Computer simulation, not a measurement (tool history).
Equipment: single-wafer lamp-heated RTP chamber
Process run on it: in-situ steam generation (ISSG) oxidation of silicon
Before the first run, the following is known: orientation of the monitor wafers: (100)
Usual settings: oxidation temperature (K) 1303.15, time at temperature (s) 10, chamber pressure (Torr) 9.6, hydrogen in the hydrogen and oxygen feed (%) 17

run   hour  oxidation temperature (K)  time at temperature (s)  chamber pressure (Torr)  hydrogen in the hydrogen and oxygen feed (%)  wafers since the last listed run  wafers since the last pyrometer calibration  hours since the pressure gauge was zeroed  hours since the hydrogen flow controller was replaced  hours since the gauge calibration  read-back reference wafer on the same gauge, thickness  oxide thickness on the monitor wafer (Å)
  1      0                    1303.15                       11                      9.6                                            17                                 0                                          639                                       2515                                                 4412.3                              153.8                                                   5.207                                     48.05
  2   16.5                    1303.15                       11                      9.6                                            17                               133                                          772                                     2531.5                                                 4428.8                              170.3                                                   5.186                                     48.53
  3   26.5                    1303.15                       10                      9.6                                            17                                80                                          853                                     2541.5                                                 4438.8                              180.3                                                   5.215                                     46.01
  4   71.9                    1303.15                       10                      9.6                                            17                               367                                         1220                                     2586.9                                                 4484.2                              225.7                                                   5.209                                     46.42
  5   81.4                    1303.15                       10                      9.6                                            17                                76                                         1297                                     2596.4                                                 4493.7                              235.2                                                   5.198                                     46.04
      87.1  -- gauge calibrated
  6     89                    1303.15                       10                      9.6                                            17                                61                                         1359                                       2604                                                 4501.3                                1.9                                                   5.201                                     46.01
     110.6  -- hydrogen flow controller replaced
  7  111.1                    1303.15                       10                      9.6                                            17                               114                                         1473                                     2626.1                                                    0.5                                 24                                                   5.188                                     46.34
  8  118.8                    1303.15                       10                      9.6                                            17                                62                                         1535                                     2633.8                                                    8.2                               31.7                                                   5.199                                     46.39
       127  -- pyrometer window cleaned and pyrometer calibrated
  9  130.8                    1311.15                       10                      9.6                                            24                                32                                           31                                     2645.8                                                   20.2                               43.7                                                   5.192                                     50.94
 10  137.1                    1303.15                       13                      9.6                                            11                                50                                           82                                     2652.1                                                   26.5                                 50                                                   5.201                                     47.16
     149.6  -- pressure gauge zeroed
 11  151.9                    1303.15                       10                      9.6                                            17                                54                                          137                                        2.3                                                   41.3                               64.8                                                   5.206                                     45.73
 12  160.9                    1312.15                       10                      9.6                                            17                                72                                          209                                       11.3                                                   50.3                               73.8                                                   5.207                                     47.67
 13  169.7                    1303.15                       10                      9.6                                            17                                71                                          280                                       20.1                                                   59.1                               82.6                                                   5.198                                     46.03
 14  185.1                    1322.15                       10                      8.6                                            26                               124                                          405                                       35.5                                                   74.5                                 98                                                   5.209                                     55.88
 15  191.8                    1294.15                       10                      9.6                                            17                                54                                          459                                       42.2                                                   81.2                              104.7                                                   5.202                                     44.11
 16    207                    1296.15                       10                      9.6                                            17                               122                                          582                                       57.4                                                   96.4                              119.9                                                   5.195                                     44.65

Here are 4 independent what-if runs from the current tool condition. What would each one return?
  A  207.4                    1303.15                       10                      9.6                                            17                                 3                                          585                                       57.8                                                   96.8                              120.3                                                       ?                                         ?
  B  207.4                    1303.15                        9                      9.6                                            12                                 3                                          585                                       57.8                                                   96.8                              120.3                                                       ?                                         ?
  C  207.4                    1314.15                       14                      8.2                                            11                                 3                                          585                                       57.8                                                   96.8                              120.3                                                       ?                                         ?
  D  207.4                    1310.15                       10                     10.2                                            20                                 3                                          585                                       57.8                                                   96.8                              120.3                                                       ?                                         ?

run  read-back reference wafer on the same gauge, thickness  oxide thickness on the monitor wafer (Å)
  A                                                   5.202                                     46.07
  B                                                   5.202                                     40.44
  C                                                   5.202                                     52.36
  D                                                   5.202                                     48.72
Take away the tool's hidden state, keep each run's random variation, and the runs would have read:
run  oxide thickness on the monitor wafer (Å)
  A                                     45.25
  B                                     39.74
  C                                     51.25
  D                                     47.81
